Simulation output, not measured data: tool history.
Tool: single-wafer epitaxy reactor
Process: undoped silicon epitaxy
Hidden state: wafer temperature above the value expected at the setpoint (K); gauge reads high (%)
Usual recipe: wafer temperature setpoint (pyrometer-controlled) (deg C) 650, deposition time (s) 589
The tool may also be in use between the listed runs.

run,hour,wafer temperature setpoint (pyrometer-controlled) (deg C),deposition time (s),wafers since the last listed run,hours since the last pyrometer calibration,hours since the gauge calibration,"read-back reference wafer on the same gauge, thickness_nm",mean film thickness on the monitor wafer (nm)
1,0,650,620,0,1629,131.1,102.055,114.396
2,25.4,650,589,109,1654.4,156.5,101.921,108.473
3,56.8,646,589,135,1685.8,187.9,102.031,98.42
4,87.5,646,589,132,1716.5,218.6,102.005,98.354
5,100.9,646,589,57,1729.9,232,101.923,97.736
6,129.6,650,622,123,1758.6,260.7,102.013,114.258
7,148.9,653,589,83,1777.9,280,102.102,117.003
8,164.3,653,589,66,1793.3,295.4,101.958,116.865
9,178.2,639,589,59,1807.2,309.3,102.02,82.446
10,198,639,589,85,1827,329.1,101.992,82.164
11,225.7,650,558,119,1854.7,356.8,102.018,102.942
12,257.7,650,558,137,1886.7,388.8,101.972,103.245
13,281,650,558,100,1910,412.1,102.008,102.291
14,296.4,647,589,66,1925.4,427.5,102.026,100.743
15,326,650,589,127,1955,457.1,102.078,108.644
16,349.2,659,533,99,1978.2,480.3,102.012,122.523
# hour 363.7: gauge calibrated
17,374.6,659,533,109,2003.6,10.9,102.056,123.326
18,397.9,650,589,100,2026.9,34.2,101.904,108.548
19,422,650,589,103,2051,58.3,101.883,107.957
20,448.3,650,589,113,2077.3,84.6,102.019,108.038
21,476.6,640,589,121,2105.6,112.9,101.987,84.212
22,502.7,657,529,112,2131.7,139,102.095,116.086
23,535.5,650,589,141,2164.5,171.8,102.009,108.856
# hour 575.3: pyrometer calibrated
24,575.8,650,637,139,0.5,212.1,101.93,117.68
25,590.2,646,589,61,14.9,226.5,102.082,97.993
26,608.4,650,589,78,33.1,244.7,102.069,108.063
27,642.7,638,704,147,67.4,279,101.947,96.419
28,662.3,661,629,84,87,298.6,102.088,152.069
29,762.9,656,533,433,187.6,399.2,102.027,113.222
30,787.2,657,497,104,211.9,423.5,102.16,108.784
31,808.7,665,589,92,233.4,445,101.96,156.882
# hour 809.5: gauge calibrated
32,840.3,660,626,136,265,30.8,102.057,146.374
33,874.8,644,502,148,299.5,65.3,101.979,79.474
34,902.2,659,506,117,326.9,92.7,101.936,115.663
35,933.7,640,694,135,358.4,124.2,101.919,99.412

State the hidden condition of the tool at each of the runs:
wafer temperature above the value expected at the setpoint (K): 0, the same for each run
gauge reads high (%): 0, the same for each run
